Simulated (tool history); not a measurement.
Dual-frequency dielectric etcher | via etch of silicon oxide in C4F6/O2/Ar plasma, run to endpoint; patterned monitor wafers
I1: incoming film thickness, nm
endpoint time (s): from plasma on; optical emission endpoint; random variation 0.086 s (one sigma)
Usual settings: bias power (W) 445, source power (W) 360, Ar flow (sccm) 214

Run 1, day 0: usual settings; I1 62.5. Result: endpoint time (s) 14.8.
Run 2, day 0.371: usual settings but Ar flow (sccm) 175; I1 62.6. Result: endpoint time (s) 14.5.
Run 3, day 1.096: usual settings but Ar flow (sccm) 175; I1 62.4. Result: endpoint time (s) 14.3.
Run 4, day 1.588: usual settings but Ar flow (sccm) 175; I1 63.4. Result: endpoint time (s) 14.7.
Run 5, day 2.133: usual settings; I1 62.3. Result: endpoint time (s) 14.8.
Run 6, day 2.504: usual settings; I1 62.8. Result: endpoint time (s) 14.9.
At day 3.567: upper electrode replaced.
Run 7, day 3.588: usual settings; I1 62.1. Result: endpoint time (s) 14.5.
Run 8, day 3.867: usual settings but Ar flow (sccm) 199; I1 62.6. Result: endpoint time (s) 14.7.
At day 4.225: bias power generator calibrated.
Run 9, day 4.246: usual settings; I1 62.2. Result: endpoint time (s) 14.7.
At day 4.75: source power generator calibrated.
Run 10, day 4.771: usual settings; I1 63.1. Result: endpoint time (s) 14.7.
At day 6.192: wet clean of the chamber.
Run 11, day 6.212: usual settings but bias power (W) 548; I1 63. Result: endpoint time (s) 13.8.
Run 12, day 6.225: usual settings but source power (W) 290; I1 62.7. Result: endpoint time (s) 15.6.
Run 13, day 6.238: usual settings but bias power (W) 380; I1 61.7. Result: endpoint time (s) 15.4.
At day 6.5: Ar flow controller replaced.
Run 14, day 6.662: usual settings but bias power (W) 416, source power (W) 270, Ar flow (sccm) 198; I1 61.5. Result: endpoint time (s) 15.6.

The next listed run, before its measurement:
Run 15, day 7.362: usual settings but bias power (W) 528, source power (W) 420, Ar flow (sccm) 193; I1 61.8. Result: endpoint time (s) ?.

{"run 15": {"endpoint time (s)": 13.2}}
Without the tool's hidden state the same run would have given endpoint time (s) 13.2.

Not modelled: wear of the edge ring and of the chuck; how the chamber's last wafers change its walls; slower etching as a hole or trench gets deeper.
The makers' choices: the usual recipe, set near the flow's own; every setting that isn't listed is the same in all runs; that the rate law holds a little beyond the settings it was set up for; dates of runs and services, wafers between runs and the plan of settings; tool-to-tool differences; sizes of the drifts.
